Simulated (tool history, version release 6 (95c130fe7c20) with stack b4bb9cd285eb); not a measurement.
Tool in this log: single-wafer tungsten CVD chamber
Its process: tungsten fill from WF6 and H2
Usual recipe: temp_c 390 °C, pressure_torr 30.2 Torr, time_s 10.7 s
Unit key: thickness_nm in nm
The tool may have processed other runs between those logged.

| run | hour | temp_c | pressure_torr | time_s | read-back reference wafer on the same gauge, thickness_nm | thickness_nm |
|---|---|---|---|---|---|---|
| 1 | 0 | 390 | 30.2 | 10.7 | 23.415 | 24.275 |
| 2 | 18.2 | 390 | 30.2 | 10.7 | 23.394 | 24.342 |
| 3 | 53.6 | 387 | 30.2 | 10.7 | 23.427 | 23.134 |
| 4 | 84.3 | 387 | 30.2 | 10.7 | 23.414 | 23.088 |
| 5 | 108.7 | 390 | 30.2 | 10.7 | 23.372 | 24.27 |
| 6 | 128.3 | 390 | 30.2 | 12.2 | 23.41 | 27.64 |
| 7 | 157.2 | 390 | 30.2 | 12.2 | 23.384 | 27.607 |
| 8 | 182.8 | 390 | 30.2 | 12.2 | 23.377 | 27.735 |
| 9 | 204.5 | 390 | 30.2 | 10.7 | 23.41 | 24.36 |
| 10 | 228 | 390 | 30.2 | 10.7 | 23.409 | 24.28 |
| 11 | 244.7 | 390 | 30.2 | 10.7 | 23.437 | 24.215 |
| 12 | 279 | 390 | 30.2 | 10.7 | 23.439 | 24.435 |
| 13 | 314.1 | 390 | 30.2 | 10.7 | 23.427 | 24.237 |
| 14 | 396.2 | 390 | 30.2 | 10.7 | 23.368 | 24.353 |
| 15 | 419.3 | 390 | 30.2 | 10.7 | 23.386 | 24.357 |
| 16 | 437.1 | 390 | 30.2 | 10.7 | 23.43 | 24.441 |
| 17 | 525 | 375 | 33 | 8.9 | 23.427 | 16.11 |
| 18 | 602.1 | 390 | 30.2 | 10.7 | 23.406 | 23.886 |
| 19 | 614.5 | 390 | 26.6 | 10.7 | 23.364 | 22.938 |
| 20 | 627.7 | 405 | 27.6 | 11.3 | 23.367 | 31.124 |
| 21 | 651.6 | 390 | 32.8 | 11.3 | 23.386 | 25.895 |
| 22 | 664.9 | 390 | 30.2 | 10.7 | 23.402 | 23.804 |
| 23 | 681.5 | 377 | 27.1 | 11.3 | 23.359 | 19.409 |
| 24 | 699.2 | 381 | 30.2 | 10 | 23.386 | 19.061 |
| 25 | 716 | 398 | 35.7 | 10.7 | 23.426 | 28.875 |
| 26 | 738 | 380 | 27 | 10.7 | 23.386 | 19.348 |
| 27 | 772.4 | 390 | 30.2 | 10.7 | 23.414 | 23.92 |
| 28 | 789.5 | 390 | 30.2 | 10.7 | 23.392 | 24.017 |
| 29 | 816.5 | 378 | 23.1 | 10.7 | 23.39 | 17.799 |
| 30 | 920.6 | 390 | 35.6 | 10.7 | 23.415 | 25.41 |
| 31 | 932.9 | 390 | 30.2 | 10.7 | 23.385 | 24.097 |
| 32 | 950.8 | 390 | 30.2 | 9.9 | 23.408 | 22.205 |
| 33 | 986.2 | 390 | 36.4 | 9.4 | 23.4 | 22.514 |
| 34 | 1012.2 | 390 | 30.2 | 10.7 | 23.42 | 24.017 |
| 35 | 1027 | 404 | 30.2 | 12.6 | 23.419 | 35.535 |

Removed from this log: 5 entries logged between the listed runs. Between which two listed runs does each belong, and how does the tool's hidden state at the listed run before it compare with that at the listed run after it?
Run 3 -> run 4: gauge calibrated (hour 82.6)
  true pressure above the setpoint (%): 4.72 -> 4.84
  measured minus no-state result, thickness_nm: +0.348 -> +0.355 nm
Run 16 -> run 17: showerhead replaced (hour 458.4)
  true pressure above the setpoint (%): 6.19 -> 6.53
  measured minus no-state result, thickness_nm: +0.479 -> +0.332 nm
Run 17 -> run 18: capacitance manometer re-zeroed and calibrated (hour 580); thermocouple changed; heater temperature recalibrated (hour 593.3)
  true pressure above the setpoint (%): 6.53 -> -0.761
  measured minus no-state result, thickness_nm: +0.332 -> -0.06 nm
Run 19 -> run 20: gauge calibrated (hour 619.3)
  true pressure above the setpoint (%): -0.714 -> -0.663
  measured minus no-state result, thickness_nm: -0.054 -> -0.069 nm
